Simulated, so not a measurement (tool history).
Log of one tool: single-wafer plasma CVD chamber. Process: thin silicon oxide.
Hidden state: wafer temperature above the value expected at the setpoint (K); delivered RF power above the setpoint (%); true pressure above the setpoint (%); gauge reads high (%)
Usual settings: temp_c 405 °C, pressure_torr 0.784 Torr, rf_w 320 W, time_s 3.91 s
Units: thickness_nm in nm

run    hour  temp_c  pressure_torr  rf_w  time_s  wafers since the last listed run  hours since the last thermocouple change  hours since the last RF generator calibration  hours since the last manometer calibration  hours since the showerhead was replaced  hours since the gauge calibration  read-back reference wafer on the same gauge, thickness_nm  thickness_nm
  1       0     405          0.784   320    3.91                                 0                                       453                                          913.3                                       731.3                                   4106.8                              299.4                                                      7.199         6.497
  2    55.9     405          0.784   320    3.91                              2029                                     508.9                                          969.2                                       787.2                                   4162.7                              355.3                                                      7.201         6.536
  3   104.5     405          0.784   320    3.91                              1764                                     557.5                                         1017.8                                       835.8                                   4211.3                              403.9                                                      7.202         6.559
  4   147.7     405          0.784   345    4.51                              1568                                     600.7                                           1061                                         879                                   4254.5                              447.1                                                        7.2         7.816
  5   173.8     405          0.784   345    4.51                               947                                     626.8                                         1087.1                                       905.1                                   4280.6                              473.2                                                      7.203         7.761
  6   207.8     405          0.784   320    3.91                              1234                                     660.8                                         1121.1                                       939.1                                   4314.6                              507.2                                                      7.203         6.558
  7   260.9     405          0.784   320    3.91                              1928                                     713.9                                         1174.2                                       992.2                                   4367.7                              560.3                                                        7.2         6.578
  8   317.7     405          0.784   320    3.91                              2062                                     770.7                                           1231                                        1049                                   4424.5                              617.1                                                      7.196         6.575
  9   366.7     405          0.784   280    3.91                              1779                                     819.7                                           1280                                        1098                                   4473.5                              666.1                                                      7.206         6.158
 10   393.2     405          0.784   320    3.91                               962                                     846.2                                         1306.5                                      1124.5                                     4500                              692.6                                                       7.19         6.586
      419.7  -- RF generator calibrated
      531.2  -- thermocouple changed; heater temperature recalibrated
 11   534.2     405          0.784   320    3.91                              4538                                         3                                          114.5                                      1265.5                                     4641                              833.6                                                      7.194         6.889
 12   573.5     405          0.639   320    3.91                              1427                                      42.3                                          153.8                                      1304.8                                   4680.3                              872.9                                                      7.201         5.731
 13   599.5     405          0.784   320    3.91                               944                                      68.3                                          179.8                                      1330.8                                   4706.3                              898.9                                                      7.202          6.88
 14   655.3     418          0.784   320    3.91                              2026                                     124.1                                          235.6                                      1386.6                                   4762.1                              954.7                                                      7.204         6.847
        672  -- showerhead replaced
      694.8  -- gauge calibrated
 15   726.2     412          0.784   345    4.41                              2283                                       195                                          306.5                                      1457.5                                     54.2                               31.4                                                       7.19         7.955
 16   762.4     405          0.784   320    3.91                              1314                                     231.2                                          342.7                                      1493.7                                     90.4                               67.6                                                      7.194          6.88
 17   820.4     391          0.683   355    3.36                              2106                                     289.2                                          400.7                                      1551.7                                    148.4                              125.6                                                      7.198         5.545
      865.9  -- capacitance manometer re-zeroed and calibrated
 18   891.6     416          0.784   320    3.91                              2294                                     360.4                                          471.9                                        25.7                                    219.6                              196.8                                                      7.203         6.436
 19  1046.6     393          0.837   320    3.28                              5628                                     515.4                                          626.9                                       180.7                                    374.6                              351.8                                                      7.211         5.798
 20  1081.5     405          0.784   320    3.91                              1267                                     550.3                                          661.8                                       215.6                                    409.5                              386.7                                                      7.201          6.45
 21  1113.1     395          0.661   265    3.91                              1147                                     581.9                                          693.4                                       247.2                                    441.1                              418.3                                                      7.201         5.122

How the hidden state differs across the entries between the runs, from the last listed run before each to the first after it:
Between runs 10 and 11: RF generator calibrated (hour 419.7); thermocouple changed; heater temperature recalibrated (hour 531.2)
  delivered RF power above the setpoint (%): -10.7 -> -2.84; true pressure above the setpoint (%): 4.35 -> 4.98
  measured less the result without the state, thickness_nm: -0.083 -> +0.204 nm
Between runs 14 and 15: showerhead replaced (hour 672); gauge calibrated (hour 694.8)
  delivered RF power above the setpoint (%): -4.4 -> -5.13; true pressure above the setpoint (%): 5.53 -> 5.85
  measured less the result without the state, thickness_nm: +0.187 -> +0.213 nm
Between runs 17 and 18: capacitance manometer re-zeroed and calibrated (hour 865.9)
  delivered RF power above the setpoint (%): -5.93 -> -6.44; true pressure above the setpoint (%): 6.27 -> -0.305
  measured less the result without the state, thickness_nm: +0.172 -> -0.204 nm

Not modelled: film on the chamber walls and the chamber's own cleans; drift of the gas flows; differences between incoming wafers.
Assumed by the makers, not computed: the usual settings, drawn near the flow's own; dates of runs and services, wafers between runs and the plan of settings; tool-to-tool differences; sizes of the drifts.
